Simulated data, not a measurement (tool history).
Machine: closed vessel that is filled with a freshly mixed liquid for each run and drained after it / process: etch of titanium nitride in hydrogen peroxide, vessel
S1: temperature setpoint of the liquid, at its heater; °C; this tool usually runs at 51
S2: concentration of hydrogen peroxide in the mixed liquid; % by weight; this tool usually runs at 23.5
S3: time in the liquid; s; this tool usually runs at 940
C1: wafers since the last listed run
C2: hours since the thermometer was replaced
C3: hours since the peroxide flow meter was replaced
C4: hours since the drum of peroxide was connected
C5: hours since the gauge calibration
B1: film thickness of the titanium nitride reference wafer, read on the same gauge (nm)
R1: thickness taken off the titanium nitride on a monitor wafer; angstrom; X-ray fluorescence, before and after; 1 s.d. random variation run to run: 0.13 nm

Run 1, day 0: usual settings but S1 55.5 °C, S3 1345 s; C1 0; C2 1091.4; C3 1949.3; C4 464.6; C5 324; B1 30. Result: R1 667.4 angstrom.
Run 2, day 0.683: usual settings but S1 55.5 °C, S3 1345 s; C1 759; C2 1107.8; C3 1965.7; C4 481; C5 340.4; B1 30.02. Result: R1 665.1 angstrom.
Run 3, day 1.083: usual settings; C1 444; C2 1117.4; C3 1975.3; C4 490.6; C5 350; B1 30. Result: R1 338.6 angstrom.
Run 4, day 1.738: usual settings; C1 727; C2 1133.1; C3 1991; C4 506.3; C5 365.7; B1 29.98. Result: R1 337.5 angstrom.
At day 2.4: thermometer replaced.
Run 5, day 3.067: usual settings; C1 1431; C2 16; C3 2022.9; C4 538.2; C5 397.6; B1 29.99. Result: R1 350.2 angstrom.
Run 6, day 3.562: usual settings; C1 551; C2 27.9; C3 2034.8; C4 550.1; C5 409.5; B1 30.01. Result: R1 351.8 angstrom.
Run 7, day 4.233: usual settings but S1 54.5 °C; C1 745; C2 44; C3 2050.9; C4 566.2; C5 425.6; B1 30.01. Result: R1 446.8 angstrom.
Run 8, day 4.721: usual settings; C1 541; C2 55.7; C3 2062.6; C4 577.9; C5 437.3; B1 30. Result: R1 349.2 angstrom.
Run 9, day 5.088: usual settings but S3 655 s; C1 407; C2 64.5; C3 2071.4; C4 586.7; C5 446.1; B1 30.02. Result: R1 243.9 angstrom.
Run 10, day 5.667: usual settings but S2 28.5 % by weight; C1 643; C2 78.4; C3 2085.3; C4 600.6; C5 460; B1 29.97. Result: R1 364.4 angstrom.
Run 11, day 5.967: usual settings; C1 333; C2 85.6; C3 2092.5; C4 607.8; C5 467.2; B1 29.97. Result: R1 349.9 angstrom.
Run 12, day 6.675: usual settings but S1 59.5 °C, S2 20.5 % by weight, S3 385 s; C1 787; C2 102.6; C3 2109.5; C4 624.8; C5 484.2; B1 30.01. Result: R1 252.5 angstrom.
Run 13, day 6.933: usual settings; C1 287; C2 108.8; C3 2115.7; C4 631; C5 490.4; B1 29.96. Result: R1 347.6 angstrom.
At day 7.071: peroxide flow meter replaced.
Run 14, day 7.629: usual settings but S1 60 °C, S3 1235 s; C1 727; C2 125.5; C3 13.4; C4 647.7; C5 507.1; B1 30.01. Result: R1 860.8 angstrom.
Run 15, day 7.975: usual settings but S1 45.5 °C, S2 17 % by weight; C1 384; C2 133.8; C3 21.7; C4 656; C5 515.4; B1 30.03. Result: R1 218 angstrom.
Run 16, day 8.629: usual settings but S1 41.5 °C, S2 20.5 % by weight; C1 727; C2 149.5; C3 37.4; C4 671.7; C5 531.1; B1 29.98. Result: R1 167 angstrom.
At day 8.846: new drum of peroxide connected.
Run 17, day 8.992: usual settings but S1 54.5 °C, S3 500 s; C1 356; C2 158.2; C3 46.1; C4 3.5; C5 539.8; B1 30.03. Result: R1 240.6 angstrom.
At day 9.3: gauge calibrated.
Run 18, day 9.612: usual settings but S1 45.5 °C, S2 26 % by weight, S3 770 s; C1 690; C2 173.1; C3 61; C4 18.4; C5 7.5; B1 30.03. Result: R1 198.8 angstrom.
Run 19, day 10.217: usual settings but S1 58.5 °C, S2 19.5 % by weight, S3 1395 s; C1 671; C2 187.6; C3 75.5; C4 32.9; C5 22; B1 29.98. Result: R1 847 angstrom.
Run 20, day 10.508: usual settings; C1 324; C2 194.6; C3 82.5; C4 39.9; C5 29; B1 29.95. Result: R1 354.8 angstrom.
Run 21, day 10.921: usual settings but S1 59 °C, S3 1120 s; C1 458; C2 204.5; C3 92.4; C4 49.8; C5 38.9; B1 29.99. Result: R1 735.5 angstrom.
Run 22, day 11.508: usual settings but S1 56.5 °C, S2 18.5 % by weight; C1 653; C2 218.6; C3 106.5; C4 63.9; C5 53; B1 29.98. Result: R1 497.1 angstrom.
Run 23, day 11.767: usual settings; C1 287; C2 224.8; C3 112.7; C4 70.1; C5 59.2; B1 30.03. Result: R1 351.6 angstrom.
Run 24, day 12.304: usual settings but S2 26 % by weight, S3 455 s; C1 597; C2 237.7; C3 125.6; C4 83; C5 72.1; B1 29.94. Result: R1 174.9 angstrom.
Run 25, day 12.946: usual settings but S1 45 °C, S2 28 % by weight; C1 713; C2 253.1; C3 141; C4 98.4; C5 87.5; B1 30.01. Result: R1 235.6 angstrom.
Run 26, day 13.396: usual settings; C1 500; C2 263.9; C3 151.8; C4 109.2; C5 98.3; B1 30.03. Result: R1 352.1 angstrom.
Run 27, day 13.825: usual settings but S1 58.5 °C, S2 19.5 % by weight, S3 1395 s; C1 477; C2 274.2; C3 162.1; C4 119.5; C5 108.6; B1 30.03. Result: R1 850 angstrom.
Run 28, day 14.358: usual settings but S1 45.5 °C, S2 26.5 % by weight; C1 592; C2 287; C3 174.9; C4 132.3; C5 121.4; B1 30.03. Result: R1 240.4 angstrom.
Run 29, day 15.092: usual settings; C1 815; C2 304.6; C3 192.5; C4 149.9; C5 139; B1 30.01. Result: R1 349.4 angstrom.

Here are 4 independent what-if runs from the current tool condition. What would each one return?
Run A, day 15.129: usual settings; C1 41; C2 305.5; C3 193.4; C4 150.8; C5 139.9; B1 ?. Result: R1 ?.
Run B, day 15.129: usual settings but S1 60.5 °C, S2 21 % by weight, S3 645 s; C1 41; C2 305.5; C3 193.4; C4 150.8; C5 139.9; B1 ?. Result: R1 ?.
Run C, day 15.129: usual settings but S1 43 °C, S2 29 % by weight, S3 550 s; C1 41; C2 305.5; C3 193.4; C4 150.8; C5 139.9; B1 ?. Result: R1 ?.
Run D, day 15.129: usual settings but S1 55.5 °C, S2 25.5 % by weight, S3 1210 s; C1 41; C2 305.5; C3 193.4; C4 150.8; C5 139.9; B1 ?. Result: R1 ?.

run  B1     R1
  A  30  353.4
  B  30  459.3
  C  30  120.1
  D  30  636.9
Without the tool's unlogged condition, the same runs would have read:
run     R1
  A  358.8
  B  466.1
  C    122
  D  646.5

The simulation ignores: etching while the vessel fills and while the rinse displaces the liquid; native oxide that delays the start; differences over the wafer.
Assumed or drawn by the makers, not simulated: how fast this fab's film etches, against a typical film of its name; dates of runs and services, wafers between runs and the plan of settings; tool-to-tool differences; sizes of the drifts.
